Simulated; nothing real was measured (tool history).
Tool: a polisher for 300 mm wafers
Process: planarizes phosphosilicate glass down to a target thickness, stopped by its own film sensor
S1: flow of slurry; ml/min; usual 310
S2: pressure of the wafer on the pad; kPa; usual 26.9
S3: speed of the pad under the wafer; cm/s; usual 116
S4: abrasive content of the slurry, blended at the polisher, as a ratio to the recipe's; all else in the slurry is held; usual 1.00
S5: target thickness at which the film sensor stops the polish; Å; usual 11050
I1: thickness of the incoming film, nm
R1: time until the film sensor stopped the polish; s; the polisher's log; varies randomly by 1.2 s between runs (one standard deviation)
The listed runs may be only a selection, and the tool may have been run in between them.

run 1 day=0.000 | S1=310 S2=26.9 S3=116 S4=1.20 S5=11050 | I1=2133.2 | R1=59.1
run 2 day=0.750 | S1=310 S2=26.9 S3=116 S4=1.20 S5=11050 | I1=2125.9 | R1=61.4
run 3 day=1.446 | S1=310 S2=26.9 S3=116 S4=0.80 S5=8420 | I1=2120.5 | R1=94.5
run 4 day=1.875 | S1=280 S2=26.9 S3=116 S4=1.00 S5=8410 | I1=2104.3 | R1=84.1
run 5 day=2.304 | S1=310 S2=26.9 S3=116 S4=1.00 S5=11050 | I1=2118.1 | R1=65.3
run 6 day=2.779 | S1=310 S2=18.6 S3=82 S4=1.00 S5=11050 | I1=2109.6 | R1=124.1
run 7 day=3.462 | S1=270 S2=26.9 S3=116 S4=1.00 S5=11050 | I1=2115.0 | R1=65.8
run 8 day=4.200 | S1=310 S2=24.1 S3=116 S4=1.00 S5=11050 | I1=2127.1 | R1=71.1
run 9 day=4.571 | S1=310 S2=26.9 S3=116 S4=1.00 S5=11050 | I1=2120.8 | R1=64.3
run 10 day=5.133 | S1=310 S2=35.9 S3=116 S4=1.10 S5=11050 | I1=2088.9 | R1=44.1
run 11 day=5.542 | S1=310 S2=26.9 S3=116 S4=1.00 S5=11050 | I1=2114.9 | R1=64.0
run 12 day=6.000 | S1=310 S2=26.9 S3=84 S4=0.80 S5=13160 | I1=2147.4 | R1=77.5
run 13 day=6.442 | S1=310 S2=26.9 S3=116 S4=1.00 S5=13150 | I1=2134.1 | R1=51.5
run 14 day=7.142 | S1=310 S2=26.9 S3=150 S4=1.00 S5=11050 | I1=2119.1 | R1=52.6
run 15 day=7.550 | S1=310 S2=26.9 S3=116 S4=1.00 S5=11050 | I1=2129.8 | R1=64.0
run 16 day=8.217 | S1=310 S2=26.9 S3=140 S4=1.00 S5=13040 | I1=2087.4 | R1=43.3
run 17 day=8.767 | S1=260 S2=26.9 S3=94 S4=1.10 S5=8220 | I1=2113.5 | R1=93.3
run 18 day=9.367 | S1=310 S2=22.8 S3=116 S4=0.75 S5=11050 | I1=2159.3 | R1=94.3
run 19 day=9.658 | S1=310 S2=26.9 S3=140 S4=1.00 S5=11050 | I1=2125.2 | R1=60.5
run 20 day=10.088 | S1=310 S2=24.1 S3=92 S4=1.00 S5=11050 | I1=2153.7 | R1=94.6
run 21 day=10.833 | S1=310 S2=26.9 S3=116 S4=1.00 S5=11050 | I1=2121.4 | R1=67.9
run 22 day=11.238 | S1=415 S2=21.4 S3=152 S4=0.85 S5=11050 | I1=2128.2 | R1=76.5
run 23 day=11.896 | S1=390 S2=22.8 S3=138 S4=1.00 S5=8040 | I1=2112.6 | R1=86.6
run 24 day=12.342 | S1=310 S2=26.9 S3=84 S4=0.90 S5=11050 | I1=2098.3 | R1=90.6
run 25 day=12.979 | S1=260 S2=26.9 S3=94 S4=1.10 S5=8220 | I1=2146.7 | R1=98.4
run 26 day=15.221 | S1=310 S2=26.9 S3=116 S4=1.10 S5=11050 | I1=2141.5 | R1=62.1

Not shown here: 7 entries made in the log between runs. Locate each between two listed runs and compare the hidden state at the listed run before it with the hidden state at the listed run after it:
In the gap between runs 3 and 4: worn pad replaced by a new one (day 1.854)
  deviation of the head's pressure from its setpoint, %: 6.75 -> 6.9
  measured value less the no-hidden-state value, R1: -6.4 -> -5.8 s
In the gap between runs 5 and 6: slurry nozzle cleaned (day 2.758)
  deviation of the head's pressure from its setpoint, %: 7.03 -> 7.17
  measured value less the no-hidden-state value, R1: -4.6 -> -8.9 s
In the gap between runs 15 and 16: worn pad replaced by a new one (day 8.196)
  deviation of the head's pressure from its setpoint, %: 8.05 -> 8.12
  measured value less the no-hidden-state value, R1: -5.1 -> -3.6 s
In the gap between runs 17 and 18: slurry blender recalibrated (day 9.054)
  deviation of the head's pressure from its setpoint, %: 8.18 -> 8.23
  measured value less the no-hidden-state value, R1: -7.7 -> -7.7 s
In the gap between runs 18 and 19: head pressure recalibrated (day 9.508)
  deviation of the head's pressure from its setpoint, %: 8.23 -> 0.954
  measured value less the no-hidden-state value, R1: -7.7 -> -0.5 s
In the gap between runs 25 and 26: conditioning disc replaced and pad reconditioned (day 13.696); worn pad replaced by a new one (day 14.321)
  deviation of the head's pressure from its setpoint, %: 5.4 -> 7.21
  measured value less the no-hidden-state value, R1: -5.3 -> -4.5 s
